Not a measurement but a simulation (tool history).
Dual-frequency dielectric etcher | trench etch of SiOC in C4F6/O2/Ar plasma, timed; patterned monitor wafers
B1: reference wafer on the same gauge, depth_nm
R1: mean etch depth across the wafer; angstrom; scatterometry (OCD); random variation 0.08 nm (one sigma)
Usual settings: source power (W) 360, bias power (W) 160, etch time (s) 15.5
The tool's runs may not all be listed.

Run 1, day 0: usual settings but source power (W) 340; B1 35.62. Result: R1 309.9 angstrom.
Run 2, day 4.5: usual settings but source power (W) 340; B1 35.63. Result: R1 313 angstrom.
Run 3, day 7.771: usual settings; B1 35.61. Result: R1 321.5 angstrom.
At day 11.158: wet clean of the chamber.
Run 4, day 11.179: usual settings; B1 35.61. Result: R1 316.1 angstrom.
Run 5, day 12.129: usual settings; B1 35.59. Result: R1 316.8 angstrom.
Run 6, day 16.392: usual settings; B1 35.59. Result: R1 317.2 angstrom.
Run 7, day 19.962: usual settings but bias power (W) 186; B1 35.61. Result: R1 329.2 angstrom.
Run 8, day 21.5: usual settings but bias power (W) 186; B1 35.57. Result: R1 329.4 angstrom.
Run 9, day 23.371: usual settings but etch time (s) 17.5; B1 35.61. Result: R1 362.8 angstrom.
At day 30.958: wet clean of the chamber.
Run 10, day 32.838: usual settings but etch time (s) 17.5; B1 35.61. Result: R1 359.3 angstrom.
Run 11, day 34.575: usual settings but source power (W) 380; B1 35.6. Result: R1 325.6 angstrom.
Run 12, day 38.283: usual settings but source power (W) 380; B1 35.6. Result: R1 327.7 angstrom.
Run 13, day 40.904: usual settings but source power (W) 380; B1 35.61. Result: R1 327.3 angstrom.
At day 42.462: bias power generator calibrated.
At day 42.825: source power generator calibrated.
Run 14, day 45.308: usual settings; B1 35.6. Result: R1 316.4 angstrom.
Run 15, day 49.771: usual settings but bias power (W) 186; B1 35.62. Result: R1 328.7 angstrom.
At day 51.338: wet clean of the chamber.
Run 16, day 52.171: usual settings but etch time (s) 18; B1 35.59. Result: R1 362.2 angstrom.
At day 54.962: upper electrode replaced.
Run 17, day 55.404: usual settings but bias power (W) 180, etch time (s) 20; B1 35.63. Result: R1 412.9 angstrom.
At day 56.512: gauge calibrated.
Run 18, day 59.525: usual settings but source power (W) 300, bias power (W) 120; B1 35.6. Result: R1 277.8 angstrom.
Run 19, day 67.346: usual settings but etch time (s) 11.5; B1 35.6. Result: R1 235.1 angstrom.
At day 68.567: wet clean of the chamber.
Run 20, day 70.329: usual settings but source power (W) 420, bias power (W) 171, etch time (s) 18.5; B1 35.63. Result: R1 404.1 angstrom.
Run 21, day 73.312: usual settings; B1 35.6. Result: R1 315.7 angstrom.
Run 22, day 77.333: usual settings but source power (W) 320, bias power (W) 174, etch time (s) 12.5; B1 35.62. Result: R1 249 angstrom.
Run 23, day 79.988: usual settings but source power (W) 400, etch time (s) 17; B1 35.58. Result: R1 365 angstrom.
Run 24, day 83.375: usual settings but etch time (s) 11.5; B1 35.59. Result: R1 236.5 angstrom.
Run 25, day 85.117: usual settings; B1 35.56. Result: R1 319.3 angstrom.
At day 86.75: wet clean of the chamber.
Run 26, day 87.892: usual settings; B1 35.57. Result: R1 315.5 angstrom.
Run 27, day 91.012: usual settings but bias power (W) 145, etch time (s) 19; B1 35.59. Result: R1 382.7 angstrom.
Run 28, day 94.908: usual settings but bias power (W) 172; B1 35.6. Result: R1 323.4 angstrom.
Run 29, day 98.608: usual settings; B1 35.59. Result: R1 320.3 angstrom.

4 ways to go on from here, each from the tool as it stands after run 29. What would each give?
Run A, day 98.625: usual settings; B1 ?. Result: R1 ?.
Run B, day 98.625: usual settings but source power (W) 280, bias power (W) 122, etch time (s) 14; B1 ?. Result: R1 ?.
Run C, day 98.625: usual settings but bias power (W) 126, etch time (s) 20; B1 ?. Result: R1 ?.
Run D, day 98.625: usual settings but source power (W) 400, bias power (W) 188, etch time (s) 18; B1 ?. Result: R1 ?.

run     B1     R1
  A  35.56  319.4
  B  35.56  248.1
  C  35.56  394.1
  D  35.56  399.8
Without the tool's hidden state the same runs would have given:
run     R1
  A  311.2
  B  241.8
  C    384
  D  389.6
